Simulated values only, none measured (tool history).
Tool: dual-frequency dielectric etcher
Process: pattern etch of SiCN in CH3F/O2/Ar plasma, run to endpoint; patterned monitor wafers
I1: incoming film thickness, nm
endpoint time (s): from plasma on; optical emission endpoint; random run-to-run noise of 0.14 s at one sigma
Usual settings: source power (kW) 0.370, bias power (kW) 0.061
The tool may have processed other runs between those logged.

run 1 hour=0.0 | source_power_(kW)=0.320 bias_power_(kW)=0.058 | I1=6.46 | endpoint_time_(s)=19.0
run 2 hour=22.7 | source_power_(kW)=0.320 bias_power_(kW)=0.058 | I1=6.37 | endpoint_time_(s)=18.9
run 3 hour=32.6 | source_power_(kW)=0.320 bias_power_(kW)=0.058 | I1=6.37 | endpoint_time_(s)=18.7
run 4 hour=46.5 | source_power_(kW)=0.370 bias_power_(kW)=0.050 | I1=6.38 | endpoint_time_(s)=18.0
run 5 hour=53.9 | source_power_(kW)=0.370 bias_power_(kW)=0.055 | I1=6.42 | endpoint_time_(s)=17.8
run 6 hour=71.2 | source_power_(kW)=0.370 bias_power_(kW)=0.055 | I1=6.39 | endpoint_time_(s)=18.0
run 7 hour=78.9 | source_power_(kW)=0.370 bias_power_(kW)=0.061 | I1=6.36 | endpoint_time_(s)=17.4
run 8 hour=91.5 | source_power_(kW)=0.320 bias_power_(kW)=0.061 | I1=6.33 | endpoint_time_(s)=18.5
run 9 hour=129.0 | source_power_(kW)=0.410 bias_power_(kW)=0.061 | I1=6.38 | endpoint_time_(s)=16.9
run 10 hour=145.7 | source_power_(kW)=0.370 bias_power_(kW)=0.061 | I1=6.34 | endpoint_time_(s)=17.4
-- hour=175.1 upper electrode replaced
-- hour=175.8 wet clean of the chamber
run 11 hour=176.3 | source_power_(kW)=0.370 bias_power_(kW)=0.061 | I1=6.37 | endpoint_time_(s)=17.9
run 12 hour=176.6 | source_power_(kW)=0.370 bias_power_(kW)=0.061 | I1=6.43 | endpoint_time_(s)=17.7
run 13 hour=183.9 | source_power_(kW)=0.370 bias_power_(kW)=0.057 | I1=6.43 | endpoint_time_(s)=17.6
-- hour=203.5 source power generator calibrated
run 14 hour=204.0 | source_power_(kW)=0.320 bias_power_(kW)=0.058 | I1=6.39 | endpoint_time_(s)=18.9
run 15 hour=217.3 | source_power_(kW)=0.330 bias_power_(kW)=0.050 | I1=6.39 | endpoint_time_(s)=19.1
run 16 hour=224.9 | source_power_(kW)=0.340 bias_power_(kW)=0.061 | I1=6.46 | endpoint_time_(s)=18.2
run 17 hour=231.6 | source_power_(kW)=0.430 bias_power_(kW)=0.048 | I1=6.49 | endpoint_time_(s)=17.6
-- hour=262.7 bias power generator calibrated
run 18 hour=263.2 | source_power_(kW)=0.370 bias_power_(kW)=0.061 | I1=6.39 | endpoint_time_(s)=17.5
run 19 hour=268.1 | source_power_(kW)=0.410 bias_power_(kW)=0.048 | I1=6.41 | endpoint_time_(s)=17.6
run 20 hour=276.6 | source_power_(kW)=0.300 bias_power_(kW)=0.075 | I1=6.39 | endpoint_time_(s)=18.7
run 21 hour=291.7 | source_power_(kW)=0.370 bias_power_(kW)=0.061 | I1=6.45 | endpoint_time_(s)=17.7
run 22 hour=304.5 | source_power_(kW)=0.440 bias_power_(kW)=0.048 | I1=6.40 | endpoint_time_(s)=17.3
run 23 hour=315.9 | source_power_(kW)=0.300 bias_power_(kW)=0.075 | I1=6.40 | endpoint_time_(s)=18.5
run 24 hour=330.1 | source_power_(kW)=0.350 bias_power_(kW)=0.076 | I1=6.44 | endpoint_time_(s)=17.5

For run 25, what comes out?
run 25 hour=338.1 | source_power_(kW)=0.410 bias_power_(kW)=0.075 | I1=6.37 | endpoint_time_(s)=?

{"run 25": {"endpoint time (s)": 16.2}}
Without the tool's hidden state the same run would have given endpoint time (s) 16.2.

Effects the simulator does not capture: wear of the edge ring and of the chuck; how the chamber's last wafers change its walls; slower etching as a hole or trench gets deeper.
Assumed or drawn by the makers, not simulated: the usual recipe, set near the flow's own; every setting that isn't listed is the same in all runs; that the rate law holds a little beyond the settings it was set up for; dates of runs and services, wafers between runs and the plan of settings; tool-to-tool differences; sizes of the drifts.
